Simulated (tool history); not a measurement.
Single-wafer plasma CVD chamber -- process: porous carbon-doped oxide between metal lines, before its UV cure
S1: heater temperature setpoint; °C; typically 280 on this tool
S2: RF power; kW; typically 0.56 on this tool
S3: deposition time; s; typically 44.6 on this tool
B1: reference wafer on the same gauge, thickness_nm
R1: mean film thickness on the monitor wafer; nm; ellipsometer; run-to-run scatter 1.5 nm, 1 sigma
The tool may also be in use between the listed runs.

| run | hour | S1 | S2 | S3 | B1 | R1 |
|---|---|---|---|---|---|---|
| 1 | 0 | 280 | 0.56 | 44.6 | 348.42 | 300.119 |
| 2 | 53.1 | 280 | 0.56 | 44.6 | 347.925 | 299.746 |
| 3 | 106.4 | 280 | 0.56 | 44.6 | 348.517 | 300.761 |
| 4 | 188.1 | 280 | 0.56 | 44.6 | 348.25 | 298.906 |
| 5 | 246.2 | 280 | 0.61 | 44.6 | 348.209 | 313.267 |
| 6 | 328 | 280 | 0.56 | 44.6 | 348.137 | 300.685 |
| 7 | 388.2 | 280 | 0.56 | 44.6 | 347.959 | 301.749 |
| 8 | 478.3 | 280 | 0.56 | 44.6 | 348.122 | 299.623 |
|  | 515.1 | showerhead replaced |
| 9 | 555.7 | 284 | 0.56 | 44.6 | 348.679 | 294.831 |
| 10 | 654.8 | 290 | 0.455 | 36.8 | 347.981 | 210.568 |
| 11 | 731.5 | 280 | 0.635 | 51 | 347.837 | 367.35 |
| 12 | 779.3 | 280 | 0.56 | 44.6 | 347.889 | 302.145 |
| 13 | 878.1 | 280 | 0.595 | 44.6 | 347.867 | 309.174 |
|  | 959.7 | RF generator calibrated |
|  | 982.5 | thermocouple changed; heater temperature recalibrated |
| 14 | 983 | 280 | 0.665 | 44.6 | 347.864 | 325.253 |
|  | 996.7 | gauge calibrated |
| 15 | 1015.2 | 280 | 0.595 | 44.6 | 348.194 | 309.689 |
| 16 | 1106.4 | 289 | 0.56 | 44.6 | 347.998 | 283.151 |
| 17 | 1176.6 | 268 | 0.62 | 37.1 | 348.23 | 285.408 |
| 18 | 1255.8 | 287 | 0.49 | 44.6 | 347.965 | 267.111 |

Alternative continuations, all from the tool just after run 18; predict every row:
| A | 1256.2 | 280 | 0.56 | 44.6 | ? | ? |
| B | 1256.2 | 274 | 0.615 | 47 | ? | ? |
| C | 1256.2 | 274 | 0.56 | 41.5 | ? | ? |

| run | B1 | R1 |
|---|---|---|
| A | 348.452 | 300.64 |
| B | 348.452 | 344.666 |
| C | 348.452 | 291.157 |
Take away the tool's hidden state, keep each run's random variation, and the runs would have read:
| run | R1 |
|---|---|
| A | 300.64 |
| B | 344.666 |
| C | 291.157 |
